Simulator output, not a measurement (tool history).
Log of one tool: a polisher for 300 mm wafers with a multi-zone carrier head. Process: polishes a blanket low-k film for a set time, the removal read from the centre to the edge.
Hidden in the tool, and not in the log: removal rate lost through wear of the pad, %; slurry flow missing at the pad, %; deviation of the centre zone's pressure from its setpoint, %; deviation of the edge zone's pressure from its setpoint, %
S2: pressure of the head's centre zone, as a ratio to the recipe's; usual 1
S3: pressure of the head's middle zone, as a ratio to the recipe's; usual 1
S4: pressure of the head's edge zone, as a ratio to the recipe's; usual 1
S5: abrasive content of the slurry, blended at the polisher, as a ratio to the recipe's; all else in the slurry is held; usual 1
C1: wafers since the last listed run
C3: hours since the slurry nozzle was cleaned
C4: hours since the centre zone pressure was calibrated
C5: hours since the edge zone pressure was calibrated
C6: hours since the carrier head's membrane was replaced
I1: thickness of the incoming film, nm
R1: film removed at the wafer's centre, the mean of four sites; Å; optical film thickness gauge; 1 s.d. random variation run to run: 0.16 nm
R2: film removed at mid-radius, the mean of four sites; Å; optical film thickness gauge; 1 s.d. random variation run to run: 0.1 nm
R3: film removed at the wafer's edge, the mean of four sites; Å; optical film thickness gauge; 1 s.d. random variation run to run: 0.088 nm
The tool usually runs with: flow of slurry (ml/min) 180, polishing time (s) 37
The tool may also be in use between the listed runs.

{"run": 1, "day": 0.0, "flow of slurry (ml/min)": 180, "S2": 1, "S3": 1.06, "S4": 1, "S5": 1, "polishing time (s)": 37, "C1": 0, "wafers polished on this pad": 269, "C3": 567.3, "C4": 817.7, "C5": 147.4, "C6": 1257.5, "I1": 623.5, "R1": 142, "R2": 151, "R3": 143}
{"day": 0.342, "done": "slurry nozzle cleaned"}
{"run": 2, "day": 1.008, "flow of slurry (ml/min)": 180, "S2": 1, "S3": 1, "S4": 1, "S5": 1, "polishing time (s)": 37, "C1": 289, "wafers polished on this pad": 558, "C3": 16, "C4": 841.9, "C5": 171.6, "C6": 1281.7, "I1": 617.6, "R1": 139, "R2": 143, "R3": 142}
{"run": 3, "day": 2.888, "flow of slurry (ml/min)": 180, "S2": 1, "S3": 0.9, "S4": 1, "S5": 1.15, "polishing time (s)": 30, "C1": 563, "wafers polished on this pad": 1122, "C3": 61.1, "C4": 887, "C5": 216.7, "C6": 1326.8, "I1": 619.8, "R1": 119, "R2": 110, "R3": 120}
{"run": 4, "day": 4.0, "flow of slurry (ml/min)": 125, "S2": 1.03, "S3": 1, "S4": 1, "S5": 1, "polishing time (s)": 37, "C1": 333, "wafers polished on this pad": 1455, "C3": 87.8, "C4": 913.7, "C5": 243.4, "C6": 1353.5, "I1": 608.8, "R1": 132, "R2": 130, "R3": 134}
{"run": 5, "day": 6.312, "flow of slurry (ml/min)": 180, "S2": 1, "S3": 1.05, "S4": 1, "S5": 1, "polishing time (s)": 37, "C1": 693, "wafers polished on this pad": 2149, "C3": 143.3, "C4": 969.2, "C5": 298.9, "C6": 1409, "I1": 624, "R1": 139, "R2": 147, "R3": 138}
{"run": 6, "day": 7.929, "flow of slurry (ml/min)": 160, "S2": 1, "S3": 0.92, "S4": 1, "S5": 1, "polishing time (s)": 31, "C1": 484, "wafers polished on this pad": 2633, "C3": 182.1, "C4": 1008, "C5": 337.7, "C6": 1447.8, "I1": 625.7, "R1": 112, "R2": 107, "R3": 113}
{"run": 7, "day": 10.367, "flow of slurry (ml/min)": 180, "S2": 1, "S3": 1, "S4": 1, "S5": 0.8, "polishing time (s)": 48, "C1": 730, "wafers polished on this pad": 3364, "C3": 240.6, "C4": 1066.5, "C5": 396.2, "C6": 1506.3, "I1": 612.4, "R1": 167, "R2": 166, "R3": 166}
{"day": 11.362, "done": "centre zone pressure recalibrated"}
{"run": 8, "day": 13.142, "flow of slurry (ml/min)": 150, "S2": 1, "S3": 1, "S4": 1, "S5": 1, "polishing time (s)": 37, "C1": 806, "wafers polished on this pad": 4171, "C3": 307.2, "C4": 42.7, "C5": 462.8, "C6": 1572.9, "I1": 623.1, "R1": 131, "R2": 132, "R3": 132}
{"day": 13.721, "done": "worn pad replaced by a new one"}
{"day": 13.854, "done": "edge zone pressure recalibrated"}
{"run": 9, "day": 14.55, "flow of slurry (ml/min)": 180, "S2": 1, "S3": 1, "S4": 1, "S5": 1, "polishing time (s)": 37, "C1": 347, "wafers polished on this pad": 224, "C3": 341, "C4": 76.5, "C5": 16.7, "C6": 1606.7, "I1": 607.7, "R1": 143, "R2": 143, "R3": 144}
{"run": 10, "day": 16.279, "flow of slurry (ml/min)": 135, "S2": 1, "S3": 1, "S4": 1, "S5": 1, "polishing time (s)": 26, "C1": 518, "wafers polished on this pad": 742, "C3": 382.5, "C4": 118, "C5": 58.2, "C6": 1648.2, "I1": 627.3, "R1": 95, "R2": 95, "R3": 96}
{"run": 11, "day": 17.75, "flow of slurry (ml/min)": 180, "S2": 1, "S3": 1, "S4": 0.93, "S5": 1, "polishing time (s)": 37, "C1": 440, "wafers polished on this pad": 1183, "C3": 417.8, "C4": 153.3, "C5": 93.5, "C6": 1683.5, "I1": 621.2, "R1": 142, "R2": 143, "R3": 136}
{"run": 12, "day": 19.467, "flow of slurry (ml/min)": 165, "S2": 1.04, "S3": 1.07, "S4": 1, "S5": 1, "polishing time (s)": 33, "C1": 514, "wafers polished on this pad": 1698, "C3": 459, "C4": 194.5, "C5": 134.7, "C6": 1724.7, "I1": 617.4, "R1": 126, "R2": 132, "R3": 123}
{"day": 20.558, "done": "slurry nozzle cleaned"}
{"day": 20.604, "done": "carrier head's membrane replaced by a new one"}
{"run": 13, "day": 20.967, "flow of slurry (ml/min)": 180, "S2": 1, "S3": 1, "S4": 0.9, "S5": 1, "polishing time (s)": 33, "C1": 423, "wafers polished on this pad": 2121, "C3": 9.8, "C4": 230.5, "C5": 170.7, "C6": 8.7, "I1": 614.1, "R1": 126, "R2": 126, "R3": 118}
{"run": 14, "day": 23.846, "flow of slurry (ml/min)": 125, "S2": 1.07, "S3": 0.9, "S4": 0.9, "S5": 1, "polishing time (s)": 37, "C1": 863, "wafers polished on this pad": 2984, "C3": 78.9, "C4": 299.6, "C5": 239.8, "C6": 77.8, "I1": 617.8, "R1": 137, "R2": 118, "R3": 125}
{"run": 15, "day": 25.746, "flow of slurry (ml/min)": 195, "S2": 1, "S3": 1, "S4": 1, "S5": 1, "polishing time (s)": 37, "C1": 569, "wafers polished on this pad": 3554, "C3": 124.5, "C4": 345.2, "C5": 285.4, "C6": 123.4, "I1": 620, "R1": 138, "R2": 141, "R3": 139}
{"run": 16, "day": 28.25, "flow of slurry (ml/min)": 180, "S2": 1, "S3": 1.12, "S4": 1.06, "S5": 1, "polishing time (s)": 37, "C1": 750, "wafers polished on this pad": 4304, "C3": 184.6, "C4": 405.3, "C5": 345.5, "C6": 183.5, "I1": 620.3, "R1": 137, "R2": 149, "R3": 139}
{"run": 17, "day": 29.412, "flow of slurry (ml/min)": 245, "S2": 1, "S3": 1, "S4": 1.05, "S5": 1, "polishing time (s)": 27, "C1": 348, "wafers polished on this pad": 4653, "C3": 212.5, "C4": 433.2, "C5": 373.4, "C6": 211.4, "I1": 621, "R1": 103, "R2": 104, "R3": 105}
{"day": 30.412, "done": "worn pad replaced by a new one"}
{"run": 18, "day": 31.404, "flow of slurry (ml/min)": 130, "S2": 0.93, "S3": 1, "S4": 1, "S5": 1, "polishing time (s)": 37, "C1": 547, "wafers polished on this pad": 297, "C3": 260.3, "C4": 481, "C5": 421.2, "C6": 259.2, "I1": 629.4, "R1": 124, "R2": 136, "R3": 137}
{"day": 32.262, "done": "edge zone pressure recalibrated"}
{"run": 19, "day": 32.804, "flow of slurry (ml/min)": 180, "S2": 1, "S3": 1, "S4": 1, "S5": 1, "polishing time (s)": 37, "C1": 394, "wafers polished on this pad": 692, "C3": 293.9, "C4": 514.6, "C5": 13, "C6": 292.8, "I1": 608.7, "R1": 141, "R2": 144, "R3": 141}
{"run": 20, "day": 34.979, "flow of slurry (ml/min)": 200, "S2": 0.94, "S3": 1, "S4": 0.89, "S5": 1, "polishing time (s)": 37, "C1": 652, "wafers polished on this pad": 1344, "C3": 346.1, "C4": 566.8, "C5": 65.2, "C6": 345, "I1": 623.4, "R1": 135, "R2": 143, "R3": 134}
{"run": 21, "day": 37.946, "flow of slurry (ml/min)": 195, "S2": 1, "S3": 1, "S4": 1, "S5": 1, "polishing time (s)": 37, "C1": 889, "wafers polished on this pad": 2234, "C3": 417.3, "C4": 638, "C5": 136.4, "C6": 416.2, "I1": 620.1, "R1": 142, "R2": 142, "R3": 138}

4 options for the next run, each taken on its own from the tool as it stands now. Forecast them:
{"run": "A", "day": 37.962, "flow of slurry (ml/min)": 180, "S2": 1, "S3": 1, "S4": 1, "S5": 1, "polishing time (s)": 43, "C1": 4, "wafers polished on this pad": 2239, "C3": 417.7, "C4": 638.4, "C5": 136.8, "C6": 416.6, "I1": 624.7, "R1": "?", "R2": "?", "R3": "?"}
{"run": "B", "day": 37.962, "flow of slurry (ml/min)": 180, "S2": 1.05, "S3": 1, "S4": 1, "S5": 0.75, "polishing time (s)": 37, "C1": 4, "wafers polished on this pad": 2239, "C3": 417.7, "C4": 638.4, "C5": 136.8, "C6": 416.6, "I1": 624.7, "R1": "?", "R2": "?", "R3": "?"}
{"run": "C", "day": 37.962, "flow of slurry (ml/min)": 235, "S2": 0.95, "S3": 1, "S4": 1, "S5": 1, "polishing time (s)": 37, "C1": 4, "wafers polished on this pad": 2239, "C3": 417.7, "C4": 638.4, "C5": 136.8, "C6": 416.6, "I1": 624.7, "R1": "?", "R2": "?", "R3": "?"}
{"run": "D", "day": 37.962, "flow of slurry (ml/min)": 220, "S2": 1.08, "S3": 1, "S4": 1, "S5": 1, "polishing time (s)": 37, "C1": 4, "wafers polished on this pad": 2239, "C3": 417.7, "C4": 638.4, "C5": 136.8, "C6": 416.6, "I1": 624.7, "R1": "?", "R2": "?", "R3": "?"}

run=A R1=160 R2=164 R3=161
run=B R1=133 R2=130 R3=127
run=C R1=136 R2=146 R3=142
run=D R1=154 R2=145 R3=141
Without the tool's unlogged condition, the same runs would have read:
run=A R1=166 R2=170 R3=166
run=B R1=138 R2=135 R3=132
run=C R1=141 R2=152 R3=147
run=D R1=159 R2=150 R3=146
